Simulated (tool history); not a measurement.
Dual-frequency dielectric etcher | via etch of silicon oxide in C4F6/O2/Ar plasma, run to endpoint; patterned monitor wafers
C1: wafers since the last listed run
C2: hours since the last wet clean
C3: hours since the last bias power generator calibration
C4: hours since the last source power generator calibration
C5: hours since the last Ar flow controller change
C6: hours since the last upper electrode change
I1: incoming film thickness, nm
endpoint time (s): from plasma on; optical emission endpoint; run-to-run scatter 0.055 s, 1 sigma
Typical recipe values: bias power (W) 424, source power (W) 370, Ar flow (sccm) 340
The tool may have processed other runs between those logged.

Run 1, hour 0.0: usual settings; C1 0; C2 107.8; C3 1181.5; C4 1446.2; C5 4874.9; C6 5753.5; I1 65.0. Result: endpoint time (s) 15.1.
Run 2, hour 67.2: usual settings; C1 1382; C2 175.0; C3 1248.7; C4 1513.4; C5 4942.1; C6 5820.7; I1 64.5. Result: endpoint time (s) 15.0.
Run 3, hour 121.6: usual settings; C1 1118; C2 229.4; C3 1303.1; C4 1567.8; C5 4996.5; C6 5875.1; I1 64.3. Result: endpoint time (s) 15.1.
Run 4, hour 161.6: usual settings; C1 822; C2 269.4; C3 1343.1; C4 1607.8; C5 5036.5; C6 5915.1; I1 64.5. Result: endpoint time (s) 15.1.
Run 5, hour 219.8: usual settings; C1 1196; C2 327.6; C3 1401.3; C4 1666.0; C5 5094.7; C6 5973.3; I1 64.9. Result: endpoint time (s) 15.2.
Run 6, hour 269.9: usual settings but Ar flow (sccm) 303; C1 1030; C2 377.7; C3 1451.4; C4 1716.1; C5 5144.8; C6 6023.4; I1 64.8. Result: endpoint time (s) 14.8.
Run 7, hour 299.2: usual settings; C1 602; C2 407.0; C3 1480.7; C4 1745.4; C5 5174.1; C6 6052.7; I1 64.2. Result: endpoint time (s) 15.1.
At hour 330.8: wet clean of the chamber.
Run 8, hour 332.7: usual settings; C1 195; C2 1.9; C3 1514.2; C4 1778.9; C5 5207.6; C6 6086.2; I1 65.0. Result: endpoint time (s) 14.9.
Run 9, hour 376.4: usual settings; C1 898; C2 45.6; C3 1557.9; C4 1822.6; C5 5251.3; C6 6129.9; I1 64.8. Result: endpoint time (s) 14.9.
At hour 434.8: source power generator calibrated.
Run 10, hour 478.7: usual settings; C1 2021; C2 147.9; C3 1660.2; C4 43.9; C5 5353.6; C6 6232.2; I1 65.1. Result: endpoint time (s) 15.0.
At hour 498.9: bias power generator calibrated.
Run 11, hour 533.2: usual settings; C1 1038; C2 202.4; C3 34.3; C4 98.4; C5 5408.1; C6 6286.7; I1 64.9. Result: endpoint time (s) 15.3.
Run 12, hour 575.2: usual settings; C1 863; C2 244.4; C3 76.3; C4 140.4; C5 5450.1; C6 6328.7; I1 64.0. Result: endpoint time (s) 15.1.
At hour 614.6: Ar flow controller replaced.
Run 13, hour 628.5: usual settings but bias power (W) 467; C1 972; C2 297.7; C3 129.6; C4 193.7; C5 13.9; C6 6382.0; I1 64.4. Result: endpoint time (s) 14.4.
At hour 686.4: wet clean of the chamber.
Run 14, hour 686.9: usual settings; C1 707; C2 0.5; C3 188.0; C4 252.1; C5 72.3; C6 6440.4; I1 64.6. Result: endpoint time (s) 15.0.
Run 15, hour 699.8: usual settings; C1 265; C2 13.4; C3 200.9; C4 265.0; C5 85.2; C6 6453.3; I1 65.0. Result: endpoint time (s) 15.2.
Run 16, hour 730.6: usual settings but bias power (W) 394; C1 633; C2 44.2; C3 231.7; C4 295.8; C5 116.0; C6 6484.1; I1 64.7. Result: endpoint time (s) 15.8.
Run 17, hour 784.9: usual settings but bias power (W) 483, source power (W) 460, Ar flow (sccm) 390; C1 1116; C2 98.5; C3 286.0; C4 350.1; C5 170.3; C6 6538.4; I1 64.3. Result: endpoint time (s) 12.9.
Run 18, hour 810.1: usual settings; C1 518; C2 123.7; C3 311.2; C4 375.3; C5 195.5; C6 6563.6; I1 64.8. Result: endpoint time (s) 15.3.
Run 19, hour 838.2: usual settings but bias power (W) 468, source power (W) 300, Ar flow (sccm) 366; C1 577; C2 151.8; C3 339.3; C4 403.4; C5 223.6; C6 6591.7; I1 64.4. Result: endpoint time (s) 16.1.
At hour 887.4: upper electrode replaced.
Run 20, hour 887.9: usual settings; C1 528; C2 201.5; C3 389.0; C4 453.1; C5 273.3; C6 0.5; I1 64.8. Result: endpoint time (s) 15.3.
Run 21, hour 930.7: usual settings but bias power (W) 387, source power (W) 350, Ar flow (sccm) 262; C1 880; C2 244.3; C3 431.8; C4 495.9; C5 316.1; C6 43.3; I1 65.1. Result: endpoint time (s) 15.9.

Run 22, settings as shown, results not yet in. Your forecast:
Run 22, hour 961.0: usual settings but source power (W) 330, Ar flow (sccm) 297; C1 623; C2 274.6; C3 462.1; C4 526.2; C5 346.4; C6 73.6; I1 64.7. Result: endpoint time (s) ?.

Run 22 yielded endpoint time (s) 15.8.
Were there no unlogged condition in the tool, this run, its random variation unchanged, would have produced endpoint time (s) 15.8.
